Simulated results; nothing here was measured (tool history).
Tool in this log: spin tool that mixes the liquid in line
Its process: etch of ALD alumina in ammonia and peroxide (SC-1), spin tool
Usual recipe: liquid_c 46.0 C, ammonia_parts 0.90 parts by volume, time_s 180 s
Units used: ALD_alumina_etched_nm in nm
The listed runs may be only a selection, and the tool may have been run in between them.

| run | hour | liquid_c | ammonia_parts | time_s | read-back film thickness of the ALD alumina reference wafer, read on the same gauge (nm) | ALD_alumina_etched_nm |
|---|---|---|---|---|---|---|
| 1 | 0.0 | 46.0 | 0.90 | 240 | 130.02 | 13.70 |
| 2 | 6.3 | 46.0 | 0.90 | 240 | 130.03 | 13.65 |
| 3 | 58.0 | 39.5 | 0.90 | 180 | 130.04 | 7.16 |
| 4 | 80.3 | 46.0 | 0.90 | 180 | 130.04 | 10.43 |
| 5 | 94.6 | 51.0 | 0.45 | 120 | 130.01 | 8.61 |
| 6 | 104.1 | 49.0 | 0.90 | 180 | 129.98 | 12.25 |
| 7 | 118.1 | 46.0 | 0.45 | 225 | 129.99 | 12.24 |
| 8 | 132.5 | 50.5 | 0.70 | 180 | 130.00 | 13.05 |
| 9 | 145.8 | 56.0 | 0.60 | 250 | 130.02 | 23.60 |
| 10 | 157.6 | 40.5 | 0.90 | 180 | 129.96 | 7.66 |
| 11 | 174.7 | 55.0 | 0.50 | 180 | 129.95 | 14.45 |
| 12 | 183.8 | 46.0 | 0.75 | 180 | 130.01 | 9.16 |
| 13 | 196.3 | 46.0 | 0.90 | 180 | 129.98 | 9.40 |
| 14 | 202.7 | 42.5 | 1.20 | 75 | 129.98 | 3.28 |
| 15 | 214.8 | 46.0 | 0.55 | 180 | 130.04 | 8.96 |
| 16 | 254.0 | 49.5 | 1.15 | 215 | 130.00 | 13.91 |
| 17 | 264.1 | 38.0 | 0.90 | 180 | 130.00 | 5.87 |
| 18 | 278.7 | 38.5 | 0.90 | 260 | 130.07 | 8.76 |
| 19 | 285.4 | 50.5 | 0.70 | 180 | 130.01 | 11.88 |
| 20 | 298.2 | 38.0 | 0.90 | 120 | 130.00 | 3.93 |
| 21 | 308.5 | 46.0 | 0.90 | 180 | 130.03 | 9.36 |
| 22 | 360.6 | 46.0 | 0.90 | 180 | 130.03 | 9.43 |
| 23 | 369.1 | 40.0 | 0.75 | 85 | 130.01 | 3.11 |
| 24 | 377.3 | 46.0 | 1.05 | 110 | 130.03 | 5.95 |

Missing from the log above: 3 entries noted between runs. For each, name the pair of listed runs it sits between and say how the tool's hidden condition differs from the listed run just before to the listed run just after:
From run 4 to run 5: heated supply line repaired (hour 92.7)
  liquid hotter than its thermometer reads (K): 2.16 -> 2.17
  measured minus no-state result, ALD_alumina_etched_nm: +1.19 -> +0.96 nm
From run 5 to run 6: new drum of ammonia solution connected (hour 103.6)
  liquid hotter than its thermometer reads (K): 2.17 -> 2.18
  measured minus no-state result, ALD_alumina_etched_nm: +0.96 -> +1.38 nm
From run 10 to run 11: thermometer replaced (hour 174.2)
  liquid hotter than its thermometer reads (K): 2.24 -> 0.287
  measured minus no-state result, ALD_alumina_etched_nm: +0.94 -> +0.22 nm
